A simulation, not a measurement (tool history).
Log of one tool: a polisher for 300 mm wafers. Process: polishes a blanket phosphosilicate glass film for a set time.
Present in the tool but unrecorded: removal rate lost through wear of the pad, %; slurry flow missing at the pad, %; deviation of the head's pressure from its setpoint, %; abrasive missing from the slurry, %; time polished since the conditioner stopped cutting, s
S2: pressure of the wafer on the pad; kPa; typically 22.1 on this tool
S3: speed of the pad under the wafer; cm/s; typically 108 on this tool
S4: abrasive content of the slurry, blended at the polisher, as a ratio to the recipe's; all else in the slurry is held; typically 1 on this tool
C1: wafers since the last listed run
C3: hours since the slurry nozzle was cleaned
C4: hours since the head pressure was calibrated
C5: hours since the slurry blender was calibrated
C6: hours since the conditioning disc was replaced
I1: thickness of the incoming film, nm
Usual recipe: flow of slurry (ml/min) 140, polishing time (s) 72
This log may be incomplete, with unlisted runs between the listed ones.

Run 1, day 0: usual settings; C1 0; wafers polished on this pad 2895; C3 271.6; C4 919.3; C5 153.2; C6 450.5; I1 4503.4. Result: film removed (Å) 6487.
At day 0.517: slurry nozzle cleaned.
At day 1.796: conditioning disc replaced and pad reconditioned.
At day 1.871: worn pad replaced by a new one.
Run 2, day 1.892: usual settings; C1 432; wafers polished on this pad 5; C3 33; C4 964.7; C5 198.6; C6 2.3; I1 4622.8. Result: film removed (Å) 6823.
Run 3, day 4.738: usual settings but S4 0.9; C1 727; wafers polished on this pad 732; C3 101.3; C4 1033; C5 266.9; C6 70.6; I1 4549.7. Result: film removed (Å) 6277.
At day 5.45: slurry blender recalibrated.
Run 4, day 7.662: usual settings; C1 726; wafers polished on this pad 1458; C3 171.5; C4 1103.2; C5 53.1; C6 140.8; I1 4513.7. Result: film removed (Å) 6648.
Run 5, day 9.333: usual settings; C1 427; wafers polished on this pad 1886; C3 211.6; C4 1143.3; C5 93.2; C6 180.9; I1 4547.6. Result: film removed (Å) 6574.
At day 11.679: slurry nozzle cleaned.
Run 6, day 11.992: usual settings but flow of slurry (ml/min) 130; C1 668; wafers polished on this pad 2554; C3 7.5; C4 1207.1; C5 157; C6 244.7; I1 4528. Result: film removed (Å) 6453.
At day 12.633: worn pad replaced by a new one.
Run 7, day 14.738: usual settings but flow of slurry (ml/min) 130; C1 659; wafers polished on this pad 538; C3 73.4; C4 1273; C5 222.9; C6 310.6; I1 4615.8. Result: film removed (Å) 6387.
Run 8, day 17.196: usual settings; C1 628; wafers polished on this pad 1166; C3 132.4; C4 1332; C5 281.9; C6 369.6; I1 4480.7. Result: film removed (Å) 6294.
At day 18.629: slurry blender recalibrated.
Run 9, day 18.65: usual settings but S4 1.1; C1 350; wafers polished on this pad 1517; C3 167.3; C4 1366.9; C5 0.5; C6 404.5; I1 4500.3. Result: film removed (Å) 6602.
At day 19.517: head pressure recalibrated.
Run 10, day 20.358: usual settings; C1 415; wafers polished on this pad 1932; C3 208.3; C4 20.2; C5 41.5; C6 445.5; I1 4557.8. Result: film removed (Å) 6945.
Run 11, day 22.138: usual settings but S2 24.1 kPa; C1 454; wafers polished on this pad 2387; C3 251; C4 62.9; C5 84.2; C6 488.2; I1 4499. Result: film removed (Å) 7550.
At day 23.217: worn pad replaced by a new one.
Run 12, day 23.625: usual settings but S3 78 cm/s; C1 337; wafers polished on this pad 104; C3 286.7; C4 98.6; C5 119.9; C6 523.9; I1 4489.5. Result: film removed (Å) 5414.
At day 24.512: slurry nozzle cleaned.
Run 13, day 25.05: usual settings; C1 353; wafers polished on this pad 457; C3 12.9; C4 132.8; C5 154.1; C6 558.1; I1 4526.9. Result: film removed (Å) 6840.
At day 26.771: conditioning disc replaced and pad reconditioned.
Run 14, day 27.917: usual settings; C1 711; wafers polished on this pad 1169; C3 81.7; C4 201.6; C5 222.9; C6 27.5; I1 4509.3. Result: film removed (Å) 7247.
At day 29.362: slurry blender recalibrated.
Run 15, day 30.65: usual settings but S2 16.5 kPa, S3 142 cm/s, S4 0.9, polishing time (s) 80; C1 677; wafers polished on this pad 1846; C3 147.3; C4 267.2; C5 30.9; C6 93.1; I1 4461.1. Result: film removed (Å) 7197.
Run 16, day 32.508: usual settings but S2 24.8 kPa; C1 475; wafers polished on this pad 2321; C3 191.9; C4 311.8; C5 75.5; C6 137.7; I1 4535.5. Result: film removed (Å) 7875.
Run 17, day 33.908: usual settings but flow of slurry (ml/min) 175, S2 17.2 kPa, S3 128 cm/s, polishing time (s) 52; C1 357; wafers polished on this pad 2679; C3 225.5; C4 345.4; C5 109.1; C6 171.3; I1 4494.1. Result: film removed (Å) 4786.
Run 18, day 35.788: usual settings but S4 1.25, polishing time (s) 52; C1 480; wafers polished on this pad 3159; C3 270.6; C4 390.5; C5 154.2; C6 216.4; I1 4561.3. Result: film removed (Å) 5688.
At day 36.088: slurry nozzle cleaned.
At day 36.158: worn pad replaced by a new one.
Run 19, day 38.271: usual settings but flow of slurry (ml/min) 175, S4 0.9; C1 605; wafers polished on this pad 539; C3 52.4; C4 450.1; C5 213.8; C6 276; I1 4506.2. Result: film removed (Å) 6639.
Run 20, day 40.512: usual settings; C1 572; wafers polished on this pad 1112; C3 106.2; C4 503.9; C5 267.6; C6 329.8; I1 4464.6. Result: film removed (Å) 6816.
At day 42.738: slurry blender recalibrated.
Run 21, day 43.217: usual settings but flow of slurry (ml/min) 175, S2 24.8 kPa; C1 669; wafers polished on this pad 1782; C3 171.1; C4 568.8; C5 11.5; C6 394.7; I1 4436.7. Result: film removed (Å) 7739.
Run 22, day 44.362: usual settings but S3 78 cm/s, S4 1.1; C1 292; wafers polished on this pad 2075; C3 198.6; C4 596.3; C5 39; C6 422.2; I1 4525. Result: film removed (Å) 5640.
Run 23, day 46.533: usual settings; C1 554; wafers polished on this pad 2630; C3 250.7; C4 648.4; C5 91.1; C6 474.3; I1 4545.5. Result: film removed (Å) 6756.
At day 47.725: worn pad replaced by a new one.
Run 24, day 48.242: usual settings but flow of slurry (ml/min) 190; C1 394; wafers polished on this pad 131; C3 291.7; C4 689.4; C5 132.1; C6 515.3; I1 4567.2. Result: film removed (Å) 6983.
Run 25, day 49.504: usual settings but S3 126 cm/s; C1 322; wafers polished on this pad 454; C3 322; C4 719.7; C5 162.4; C6 545.6; I1 4475.7. Result: film removed (Å) 7488.
At day 50.088: slurry nozzle cleaned.
At day 51.129: conditioning disc replaced and pad reconditioned.
Run 26, day 51.938: usual settings but polishing time (s) 47; C1 590; wafers polished on this pad 1044; C3 44.4; C4 778.1; C5 220.8; C6 19.4; I1 4543.3. Result: film removed (Å) 4609.

Alternative continuations, all from the tool just after run 26; predict every row:
Run A, day 51.954: usual settings but S3 122 cm/s; C1 4; wafers polished on this pad 1048; C3 44.8; C4 778.5; C5 221.2; C6 19.8; I1 4507.1. Result: film removed (Å) ?.
Run B, day 51.954: usual settings but S3 74 cm/s; C1 4; wafers polished on this pad 1048; C3 44.8; C4 778.5; C5 221.2; C6 19.8; I1 4507.1. Result: film removed (Å) ?.
Run C, day 51.954: usual settings but flow of slurry (ml/min) 100, polishing time (s) 95; C1 4; wafers polished on this pad 1048; C3 44.8; C4 778.5; C5 221.2; C6 19.8; I1 4507.1. Result: film removed (Å) ?.

run  film removed (Å)
  A              7760
  B              5226
  C              8930
Without the tool's unlogged condition, the same runs would have read:
run  film removed (Å)
  A              7969
  B              5342
  C              9158
